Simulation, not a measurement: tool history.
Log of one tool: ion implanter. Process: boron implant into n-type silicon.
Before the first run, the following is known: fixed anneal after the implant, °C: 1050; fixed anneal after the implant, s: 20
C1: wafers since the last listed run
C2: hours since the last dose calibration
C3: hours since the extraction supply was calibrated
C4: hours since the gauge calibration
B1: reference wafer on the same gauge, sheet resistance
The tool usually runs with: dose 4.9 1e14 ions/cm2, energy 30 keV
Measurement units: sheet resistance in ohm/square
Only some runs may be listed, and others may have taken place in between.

run 1 hour=0 | dose=4.9 energy=30 | C1=0 C2=304.4 C3=6451.7 C4=558.6 | B1=174.94 | sheet_resistance=203
run 2 hour=43.2 | dose=4.9 energy=30 | C1=1430 C2=347.6 C3=6494.9 C4=601.8 | B1=175.07 | sheet_resistance=203.01
run 3 hour=89.9 | dose=4.9 energy=30 | C1=1546 C2=394.3 C3=6541.6 C4=648.5 | B1=174.94 | sheet_resistance=202.99
run 4 hour=143 | dose=4.9 energy=30 | C1=1758 C2=447.4 C3=6594.7 C4=701.6 | B1=174.97 | sheet_resistance=203.09
run 5 hour=169.2 | dose=4.9 energy=36 | C1=867 C2=473.6 C3=6620.9 C4=727.8 | B1=174.86 | sheet_resistance=198.79
run 6 hour=235.7 | dose=4.9 energy=36 | C1=2201 C2=540.1 C3=6687.4 C4=794.3 | B1=175.11 | sheet_resistance=198.88
run 7 hour=348 | dose=4.9 energy=36 | C1=3718 C2=652.4 C3=6799.7 C4=906.6 | B1=175 | sheet_resistance=198.66
run 8 hour=415.1 | dose=5.7 energy=30 | C1=2221 C2=719.5 C3=6866.8 C4=973.7 | B1=174.99 | sheet_resistance=178.33
run 9 hour=456.1 | dose=5.7 energy=30 | C1=1357 C2=760.5 C3=6907.8 C4=1014.7 | B1=174.93 | sheet_resistance=178.21
run 10 hour=504.3 | dose=5.74 energy=30 | C1=1595 C2=808.7 C3=6956 C4=1062.9 | B1=174.91 | sheet_resistance=177.11
run 11 hour=540.3 | dose=5.74 energy=30 | C1=1191 C2=844.7 C3=6992 C4=1098.9 | B1=175.01 | sheet_resistance=176.91
run 12 hour=579.1 | dose=5.74 energy=30 | C1=1284 C2=883.5 C3=7030.8 C4=1137.7 | B1=174.89 | sheet_resistance=177.09
run 13 hour=640.3 | dose=3.77 energy=25.5 | C1=2026 C2=944.7 C3=7092 C4=1198.9 | B1=174.97 | sheet_resistance=254.75
run 14 hour=700.3 | dose=3.77 energy=25.5 | C1=1986 C2=1004.7 C3=7152 C4=1258.9 | B1=174.84 | sheet_resistance=254.64
run 15 hour=741.9 | dose=3.77 energy=25.5 | C1=1377 C2=1046.3 C3=7193.6 C4=1300.5 | B1=174.99 | sheet_resistance=254.2
-- hour=758.2 extraction supply calibrated
run 16 hour=783.5 | dose=4.9 energy=30 | C1=1112 C2=1087.9 C3=25.3 C4=1342.1 | B1=175.02 | sheet_resistance=200.88
run 17 hour=830.9 | dose=4.9 energy=35 | C1=1569 C2=1135.3 C3=72.7 C4=1389.5 | B1=175.08 | sheet_resistance=197.5
run 18 hour=886.5 | dose=4.35 energy=38 | C1=1840 C2=1190.9 C3=128.3 C4=1445.1 | B1=175.04 | sheet_resistance=216.09
run 19 hour=944.8 | dose=4.9 energy=30 | C1=1930 C2=1249.2 C3=186.6 C4=1503.4 | B1=174.91 | sheet_resistance=200.27
-- hour=946.6 gauge calibrated
run 20 hour=983.2 | dose=5.87 energy=35.5 | C1=1271 C2=1287.6 C3=225 C4=36.6 | B1=175.06 | sheet_resistance=169.19
run 21 hour=1024.5 | dose=5.47 energy=30 | C1=1367 C2=1328.9 C3=266.3 C4=77.9 | B1=175 | sheet_resistance=182.81
-- hour=1076.8 Faraday cup replaced and dose calibrated
run 22 hour=1077.3 | dose=4.35 energy=38 | C1=1483 C2=0.5 C3=319.1 C4=130.7 | B1=175.09 | sheet_resistance=218.94
run 23 hour=1145.1 | dose=4.9 energy=37 | C1=2244 C2=68.3 C3=386.9 C4=198.5 | B1=174.92 | sheet_resistance=198.78
run 24 hour=1190.4 | dose=4.53 energy=27 | C1=1499 C2=113.6 C3=432.2 C4=243.8 | B1=174.95 | sheet_resistance=219.57
run 25 hour=1250.4 | dose=5.48 energy=38 | C1=1986 C2=173.6 C3=492.2 C4=303.8 | B1=175.07 | sheet_resistance=180.77
run 26 hour=1318.8 | dose=4.9 energy=30 | C1=2264 C2=242 C3=560.6 C4=372.2 | B1=175.02 | sheet_resistance=204.14
run 27 hour=1343.2 | dose=4.9 energy=30 | C1=807 C2=266.4 C3=585 C4=396.6 | B1=175.09 | sheet_resistance=203.57
run 28 hour=1384.1 | dose=4.9 energy=30 | C1=1354 C2=307.3 C3=625.9 C4=437.5 | B1=175.06 | sheet_resistance=203.64
run 29 hour=1501.2 | dose=3.87 energy=27.5 | C1=3877 C2=424.4 C3=743 C4=554.6 | B1=175 | sheet_resistance=249.58
run 30 hour=1538.7 | dose=4.48 energy=38 | C1=1241 C2=461.9 C3=780.5 C4=592.1 | B1=175.05 | sheet_resistance=213.95
run 31 hour=1574.4 | dose=4.9 energy=21.5 | C1=1182 C2=497.6 C3=816.2 C4=627.8 | B1=174.84 | sheet_resistance=211.32
run 32 hour=1630.7 | dose=4.9 energy=30 | C1=1864 C2=553.9 C3=872.5 C4=684.1 | B1=174.97 | sheet_resistance=202.97
run 33 hour=1678.6 | dose=4.9 energy=30 | C1=1585 C2=601.8 C3=920.4 C4=732 | B1=174.95 | sheet_resistance=202.68

What was the tool's hidden state at every run in the log?
deviation of the true energy from its setpoint, %: 0 in every run
gauge reads high (%): 0 in every run
H1: deviation of the true dose from the Faraday cup's reading, %
run=1 H1=0.257
run=2 H1=0.286
run=3 H1=0.323
run=4 H1=0.37
run=5 H1=0.395
run=6 H1=0.466
run=7 H1=0.606
run=8 H1=0.703
run=9 H1=0.767
run=10 H1=0.846
run=11 H1=0.909
run=12 H1=0.979
run=13 H1=1.1
run=14 H1=1.22
run=15 H1=1.31
run=16 H1=1.4
run=17 H1=1.51
run=18 H1=1.65
run=19 H1=1.8
run=20 H1=1.9
run=21 H1=2.01
run=22 H1=-0.206
run=23 H1=-0.201
run=24 H1=-0.193
run=25 H1=-0.175
run=26 H1=-0.145
run=27 H1=-0.132
run=28 H1=-0.107
run=29 H1=-0.017
run=30 H1=0.0179
run=31 H1=0.0539
run=32 H1=0.116
run=33 H1=0.174
